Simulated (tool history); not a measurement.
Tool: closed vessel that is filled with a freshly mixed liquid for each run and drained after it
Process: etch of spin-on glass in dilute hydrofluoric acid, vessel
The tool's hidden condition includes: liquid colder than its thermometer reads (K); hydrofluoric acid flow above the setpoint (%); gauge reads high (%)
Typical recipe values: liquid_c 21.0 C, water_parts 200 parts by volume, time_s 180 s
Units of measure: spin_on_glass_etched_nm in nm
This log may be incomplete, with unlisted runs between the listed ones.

run,day,liquid_c,water_parts,time_s,wafers since the last listed run,hours since the thermometer was replaced,hours since the hydrofluoric acid flow meter was replaced,hours since the gauge calibration,"read-back film thickness of the spin-on glass reference wafer, read on the same gauge (nm)",spin_on_glass_etched_nm
1,0.000,17.5,265,180,0,2001.8,446.6,273.4,129.96,10.85
2,1.733,17.5,265,180,4314,2043.4,488.2,315.0,130.00,11.10
3,4.046,20.0,120,180,5756,2098.9,543.7,370.5,129.98,30.37
4,6.096,20.0,120,180,5103,2148.1,592.9,419.7,130.02,30.81
5,8.517,20.0,120,180,6026,2206.2,651.0,477.8,130.00,30.51
6,10.267,21.0,140,180,4356,2248.2,693.0,519.8,130.00,27.17
7,11.596,21.0,140,180,3308,2280.1,724.9,551.7,130.03,26.67
8,13.621,21.0,140,180,5040,2328.7,773.5,600.3,130.00,26.77
# day 15.621: hydrofluoric acid flow meter replaced
9,16.212,21.0,200,240,6347,2390.9,14.2,662.5,130.00,23.34
# day 16.458: gauge calibrated
10,18.650,23.5,125,265,6067,2449.4,72.7,52.6,130.00,50.32
11,20.862,21.0,200,180,5507,2502.5,125.8,105.7,129.99,17.62
12,22.662,23.5,275,180,4480,2545.7,169.0,148.9,130.00,12.96
13,31.362,18.0,120,95,21656,2754.5,377.8,357.7,130.02,14.77
14,32.975,24.0,200,180,4013,2793.2,416.5,396.4,130.02,19.84
# day 33.625: thermometer replaced
15,35.704,21.0,145,180,6689,49.9,482.0,461.9,129.97,25.71
16,39.358,21.0,200,180,9096,137.6,569.7,549.6,129.97,17.57
17,41.979,21.0,200,215,6523,200.5,632.6,612.5,130.03,21.00
18,44.404,17.0,145,110,6036,258.7,690.8,670.7,130.02,13.24
19,46.921,21.0,200,120,6264,319.1,751.2,731.1,129.98,11.64

How the hidden state differs across the entries between the runs, from the last listed run before each to the first after it:
Between runs 8 and 9: hydrofluoric acid flow meter replaced (day 15.621)
  no hidden state differs between the two runs
Between runs 9 and 10: gauge calibrated (day 16.458)
  no hidden state differs between the two runs
Between runs 14 and 15: thermometer replaced (day 33.625)
  no hidden state differs between the two runs
